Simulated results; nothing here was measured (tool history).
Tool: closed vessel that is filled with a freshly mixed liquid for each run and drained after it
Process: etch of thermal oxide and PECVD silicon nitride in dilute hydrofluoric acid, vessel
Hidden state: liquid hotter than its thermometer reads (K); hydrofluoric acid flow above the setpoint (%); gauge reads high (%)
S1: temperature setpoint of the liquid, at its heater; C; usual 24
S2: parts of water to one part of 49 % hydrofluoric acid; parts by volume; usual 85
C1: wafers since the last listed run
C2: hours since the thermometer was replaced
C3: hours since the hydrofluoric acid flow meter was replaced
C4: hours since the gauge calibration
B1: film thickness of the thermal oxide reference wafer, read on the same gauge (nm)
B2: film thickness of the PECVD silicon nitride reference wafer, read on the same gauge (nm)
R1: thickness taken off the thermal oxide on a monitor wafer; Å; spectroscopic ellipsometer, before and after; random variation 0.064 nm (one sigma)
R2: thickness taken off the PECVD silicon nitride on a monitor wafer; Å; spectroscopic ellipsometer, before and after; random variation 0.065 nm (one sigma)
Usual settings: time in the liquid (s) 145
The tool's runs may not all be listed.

Run 1, hour 0: usual settings; C1 0; C2 707.3; C3 899.3; C4 638.9; B1 139.99; B2 120. Result: R1 99.5 Å, R2 81.5 Å.
At hour 4.9: hydrofluoric acid flow meter replaced.
Run 2, hour 50.2: usual settings but S1 23 C; C1 3808; C2 757.5; C3 45.3; C4 689.1; B1 139.94; B2 120. Result: R1 89.8 Å, R2 72 Å.
Run 3, hour 135.6: usual settings; C1 6611; C2 842.9; C3 130.7; C4 774.5; B1 139.96; B2 120.01. Result: R1 94 Å, R2 77.2 Å.
Run 4, hour 224.7: usual settings; C1 6897; C2 932; C3 219.8; C4 863.6; B1 140.01; B2 119.98. Result: R1 93.9 Å, R2 77.6 Å.
At hour 262: thermometer replaced.
Run 5, hour 273.6: usual settings but S1 26.5 C; C1 3708; C2 11.6; C3 268.7; C4 912.5; B1 139.97; B2 119.94. Result: R1 104.2 Å, R2 93.4 Å.
Run 6, hour 329.3: usual settings but S1 26.5 C; C1 4312; C2 67.3; C3 324.4; C4 968.2; B1 140.02; B2 120.02. Result: R1 105.2 Å, R2 92.8 Å.
Run 7, hour 379.2: usual settings but S1 26.5 C; C1 3863; C2 117.2; C3 374.3; C4 1018.1; B1 139.97; B2 120.01. Result: R1 106.3 Å, R2 91.9 Å.
Run 8, hour 446.3: usual settings; C1 5194; C2 184.3; C3 441.4; C4 1085.2; B1 139.97; B2 120.06. Result: R1 95.7 Å, R2 78.1 Å.
Run 9, hour 500.4: usual settings; C1 4188; C2 238.4; C3 495.5; C4 1139.3; B1 139.95; B2 120.02. Result: R1 96.8 Å, R2 78.6 Å.
Run 10, hour 608: usual settings; C1 8329; C2 346; C3 603.1; C4 1246.9; B1 140.03; B2 120. Result: R1 97.6 Å, R2 79.1 Å.
Run 11, hour 691.1: usual settings; C1 6433; C2 429.1; C3 686.2; C4 1330; B1 139.93; B2 119.99. Result: R1 98.5 Å, R2 81.4 Å.
Run 12, hour 747.6: usual settings but S1 19.5 C, S2 125 parts by volume, time in the liquid (s) 210; C1 4373; C2 485.6; C3 742.7; C4 1386.5; B1 139.97; B2 120. Result: R1 77 Å, R2 59.5 Å.
Run 13, hour 785.3: usual settings but S1 20.5 C, S2 115 parts by volume, time in the liquid (s) 125; C1 2918; C2 523.3; C3 780.4; C4 1424.2; B1 140.01; B2 119.99. Result: R1 53.1 Å, R2 41 Å.
Run 14, hour 826.9: usual settings but S1 19 C, S2 125 parts by volume, time in the liquid (s) 175; C1 3220; C2 564.9; C3 822; C4 1465.8; B1 140.04; B2 120.01. Result: R1 63.7 Å, R2 48 Å.
At hour 980.9: hydrofluoric acid flow meter replaced.
Run 15, hour 1109.9: usual settings but S2 55 parts by volume; C1 21831; C2 847.9; C3 129; C4 1748.8; B1 139.97; B2 120.01. Result: R1 152 Å, R2 119.5 Å.
At hour 1164.3: gauge calibrated.
Run 16, hour 1189.1: usual settings but S1 26 C; C1 6131; C2 927.1; C3 208.2; C4 24.8; B1 140.02; B2 119.99. Result: R1 102 Å, R2 88.7 Å.
At hour 1220.7: thermometer replaced.
Run 17, hour 1240.5: usual settings; C1 3901; C2 19.8; C3 259.6; C4 76.2; B1 140.01; B2 120.02. Result: R1 95.6 Å, R2 79.3 Å.
Run 18, hour 1279.3: usual settings but S1 22 C, S2 120 parts by volume, time in the liquid (s) 90; C1 3003; C2 58.6; C3 298.4; C4 115; B1 140.01; B2 120.02. Result: R1 37.3 Å, R2 30.6 Å.
Run 19, hour 1356.7: usual settings but S1 26 C, S2 95 parts by volume; C1 5991; C2 136; C3 375.8; C4 192.4; B1 140.02; B2 119.98. Result: R1 93.8 Å, R2 81.9 Å.
Run 20, hour 1418.8: usual settings; C1 4807; C2 198.1; C3 437.9; C4 254.5; B1 140; B2 120.02. Result: R1 98 Å, R2 79.4 Å.
Run 21, hour 1500.4: usual settings; C1 6317; C2 279.7; C3 519.5; C4 336.1; B1 140.01; B2 119.94. Result: R1 98 Å, R2 80.1 Å.
Run 22, hour 1546.2: usual settings but S1 25.5 C, S2 110 parts by volume, time in the liquid (s) 85; C1 3545; C2 325.5; C3 565.3; C4 381.9; B1 139.98; B2 119.95. Result: R1 45.7 Å, R2 40.6 Å.
Run 23, hour 1588: usual settings but S1 21.5 C, S2 115 parts by volume, time in the liquid (s) 95; C1 3235; C2 367.3; C3 607.1; C4 423.7; B1 139.93; B2 119.97. Result: R1 41.6 Å, R2 32.9 Å.
Run 24, hour 1665.5: usual settings but time in the liquid (s) 170; C1 5999; C2 444.8; C3 684.6; C4 501.2; B1 140.03; B2 120.01. Result: R1 116.7 Å, R2 95.4 Å.
Run 25, hour 1769.8: usual settings but S1 28.5 C, S2 50 parts by volume, time in the liquid (s) 185; C1 8074; C2 549.1; C3 788.9; C4 605.5; B1 139.98; B2 120. Result: R1 270.6 Å, R2 236.6 Å.

Forecast each of these 4 alternatives for the next run:
Run A, hour 1770.5: usual settings but S1 22 C; C1 54; C2 549.8; C3 789.6; C4 606.2; B1 ?; B2 ?. Result: R1 ?, R2 ?.
Run B, hour 1770.5: usual settings but S2 70 parts by volume, time in the liquid (s) 75; C1 54; C2 549.8; C3 789.6; C4 606.2; B1 ?; B2 ?. Result: R1 ?, R2 ?.
Run C, hour 1770.5: usual settings but S1 20 C, time in the liquid (s) 70; C1 54; C2 549.8; C3 789.6; C4 606.2; B1 ?; B2 ?. Result: R1 ?, R2 ?.
Run D, hour 1770.5: usual settings but time in the liquid (s) 100; C1 54; C2 549.8; C3 789.6; C4 606.2; B1 ?; B2 ?. Result: R1 ?, R2 ?.

run      B1      B2    R1    R2
  A  139.95  119.96  91.8  71.8
  B  139.95  119.96  63.6  51.4
  C  139.95  119.96  40.8  30.3
  D  139.95  119.96  68.6  56.6
Without the tool's hidden state the same runs would have given:
run    R1    R2
  A    85  67.1
  B    59    48
  C  37.8  28.3
  D  63.6  52.9

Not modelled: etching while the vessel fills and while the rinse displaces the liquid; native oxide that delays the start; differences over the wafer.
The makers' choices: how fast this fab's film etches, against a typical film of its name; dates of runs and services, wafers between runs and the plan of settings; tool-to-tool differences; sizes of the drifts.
